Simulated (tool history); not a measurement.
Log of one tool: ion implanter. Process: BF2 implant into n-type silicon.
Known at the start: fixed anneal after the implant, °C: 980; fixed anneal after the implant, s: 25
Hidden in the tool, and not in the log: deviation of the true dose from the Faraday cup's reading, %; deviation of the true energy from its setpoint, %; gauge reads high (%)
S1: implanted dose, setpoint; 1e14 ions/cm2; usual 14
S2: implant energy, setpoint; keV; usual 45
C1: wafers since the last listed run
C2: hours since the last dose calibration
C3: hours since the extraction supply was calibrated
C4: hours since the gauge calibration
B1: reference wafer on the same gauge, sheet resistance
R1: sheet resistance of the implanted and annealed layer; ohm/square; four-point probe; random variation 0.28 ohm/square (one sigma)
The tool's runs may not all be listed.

Run 1, hour 0: usual settings; C1 0; C2 346.7; C3 1746.8; C4 367.9; B1 116.04. Result: R1 127.28 ohm/square.
Run 2, hour 84.9: usual settings; C1 2715; C2 431.6; C3 1831.7; C4 452.8; B1 116.02. Result: R1 127.56 ohm/square.
Run 3, hour 183.4: usual settings; C1 3150; C2 530.1; C3 1930.2; C4 551.3; B1 116.01. Result: R1 126.68 ohm/square.
Run 4, hour 256.3: usual settings but S1 11.53 1e14 ions/cm2; C1 2331; C2 603; C3 2003.1; C4 624.2; B1 116.05. Result: R1 133.19 ohm/square.
Run 5, hour 305.5: usual settings but S1 11.53 1e14 ions/cm2; C1 1573; C2 652.2; C3 2052.3; C4 673.4; B1 115.99. Result: R1 133.7 ohm/square.
Run 6, hour 353.1: usual settings but S1 11.53 1e14 ions/cm2; C1 1522; C2 699.8; C3 2099.9; C4 721; B1 116.01. Result: R1 133.09 ohm/square.
Run 7, hour 408.3: usual settings; C1 1765; C2 755; C3 2155.1; C4 776.2; B1 116.05. Result: R1 127.07 ohm/square.
At hour 418.3: Faraday cup replaced and dose calibrated.
Run 8, hour 476.3: usual settings; C1 1919; C2 58; C3 2223.1; C4 844.2; B1 115.94. Result: R1 127.09 ohm/square.
Run 9, hour 518.5: usual settings; C1 1349; C2 100.2; C3 2265.3; C4 886.4; B1 116.03. Result: R1 127.26 ohm/square.
Run 10, hour 588.2: usual settings; C1 2229; C2 169.9; C3 2335; C4 956.1; B1 116.06. Result: R1 127.22 ohm/square.
Run 11, hour 650.1: usual settings; C1 1979; C2 231.8; C3 2396.9; C4 1018; B1 116. Result: R1 126.5 ohm/square.
Run 12, hour 693.3: usual settings; C1 1381; C2 275; C3 2440.1; C4 1061.2; B1 116.03. Result: R1 126.58 ohm/square.
Run 13, hour 737.3: usual settings but S2 57 keV; C1 1407; C2 319; C3 2484.1; C4 1105.2; B1 116.03. Result: R1 112.4 ohm/square.
Run 14, hour 821.7: usual settings; C1 2699; C2 403.4; C3 2568.5; C4 1189.6; B1 116.02. Result: R1 127.08 ohm/square.
Run 15, hour 927: usual settings; C1 3367; C2 508.7; C3 2673.8; C4 1294.9; B1 115.96. Result: R1 126.25 ohm/square.
Run 16, hour 967.9: usual settings but S2 51 keV; C1 1308; C2 549.6; C3 2714.7; C4 1335.8; B1 116.08. Result: R1 118.51 ohm/square.
Run 17, hour 1074.6: usual settings but S2 51 keV; C1 3412; C2 656.3; C3 2821.4; C4 1442.5; B1 116.08. Result: R1 118.18 ohm/square.
At hour 1095.5: Faraday cup replaced and dose calibrated.
Run 18, hour 1119.3: usual settings but S1 10.59 1e14 ions/cm2, S2 36 keV; C1 1173; C2 23.8; C3 2866.1; C4 1487.2; B1 116.1. Result: R1 152.98 ohm/square.
Run 19, hour 1179.2: usual settings but S1 10.45 1e14 ions/cm2, S2 55 keV; C1 1915; C2 83.7; C3 2926; C4 1547.1; B1 116.01. Result: R1 128.72 ohm/square.
At hour 1225.4: extraction supply calibrated.
Run 20, hour 1235.7: usual settings but S1 17.91 1e14 ions/cm2, S2 29.5 keV; C1 1551; C2 140.2; C3 10.3; C4 1603.6; B1 115.99. Result: R1 155.02 ohm/square.
At hour 1347.6: gauge calibrated.
Run 21, hour 1362.9: usual settings but S1 11.42 1e14 ions/cm2; C1 4068; C2 267.4; C3 137.5; C4 15.3; B1 115.97. Result: R1 135.19 ohm/square.
Run 22, hour 1405.7: usual settings; C1 1368; C2 310.2; C3 180.3; C4 58.1; B1 116.02. Result: R1 127.65 ohm/square.
Run 23, hour 1505.8: usual settings but S1 10.29 1e14 ions/cm2, S2 50.5 keV; C1 3201; C2 410.3; C3 280.4; C4 158.2; B1 115.92. Result: R1 133.59 ohm/square.
Run 24, hour 1545: usual settings but S1 12.16 1e14 ions/cm2, S2 32 keV; C1 1253; C2 449.5; C3 319.6; C4 197.4; B1 115.97. Result: R1 157.41 ohm/square.
Run 25, hour 1625.7: usual settings but S1 11.47 1e14 ions/cm2, S2 56.5 keV; C1 2581; C2 530.2; C3 400.3; C4 278.1; B1 116.03. Result: R1 120.73 ohm/square.
Run 26, hour 1730.8: usual settings but S1 16.54 1e14 ions/cm2, S2 39.5 keV; C1 3361; C2 635.3; C3 505.4; C4 383.2; B1 115.92. Result: R1 133.66 ohm/square.
Run 27, hour 1793.7: usual settings but S2 33.5 keV; C1 2011; C2 698.2; C3 568.3; C4 446.1; B1 116.02. Result: R1 149.11 ohm/square.
At hour 1863.7: Faraday cup replaced and dose calibrated.
Run 28, hour 1886.1: usual settings but S1 12.33 1e14 ions/cm2, S2 59 keV; C1 2699; C2 22.4; C3 660.7; C4 538.5; B1 115.96. Result: R1 117.08 ohm/square.
Run 29, hour 1952: usual settings but S1 16.06 1e14 ions/cm2, S2 37 keV; C1 2107; C2 88.3; C3 726.6; C4 604.4; B1 116. Result: R1 139.44 ohm/square.
Run 30, hour 2034: usual settings but S1 16.64 1e14 ions/cm2, S2 56.5 keV; C1 2622; C2 170.3; C3 808.6; C4 686.4; B1 115.95. Result: R1 108.84 ohm/square.
Run 31, hour 2127.7: usual settings; C1 2996; C2 264; C3 902.3; C4 780.1; B1 116.05. Result: R1 127.8 ohm/square.
Run 32, hour 2214.6: usual settings; C1 2779; C2 350.9; C3 989.2; C4 867; B1 116.04. Result: R1 127.23 ohm/square.
Run 33, hour 2269.5: usual settings but S1 12.75 1e14 ions/cm2, S2 53 keV; C1 1755; C2 405.8; C3 1044.1; C4 921.9; B1 115.98. Result: R1 119.8 ohm/square.
Run 34, hour 2339.7: usual settings but S1 11.62 1e14 ions/cm2, S2 51.5 keV; C1 2245; C2 476; C3 1114.3; C4 992.1; B1 116.02. Result: R1 125 ohm/square.

What the log doesn't show, run by run:
gauge reads high (%): 0 in every run
H1: deviation of the true dose from the Faraday cup's reading, %
H2: deviation of the true energy from its setpoint, %
run     H1     H2
  1   3.88  0.908
  2   4.23  0.997
  3   4.51    1.1
  4   4.65   1.19
  5   4.72   1.25
  6   4.78    1.3
  7   4.83   1.37
  8   1.35   1.46
  9   2.04   1.51
 10   2.93   1.61
 11   3.53   1.69
 12   3.85   1.75
 13   4.13   1.82
 14   4.53   1.94
 15   4.86    2.1
 16   4.95   2.17
 17   5.13   2.34
 18  0.347   2.41
 19   1.45   2.51
 20   2.25  0.146
 21   3.47  0.152
 22   3.74  0.155
 23   4.22  0.169
 24   4.36  0.176
 25   4.58  0.193
 26   4.77   0.22
 27   4.84   0.24
 28   1.02  0.273
 29   2.22    0.3
 30    3.3  0.336
 31   4.14  0.383
 32   4.66  0.431
 33   4.91  0.463
 34   5.14  0.508
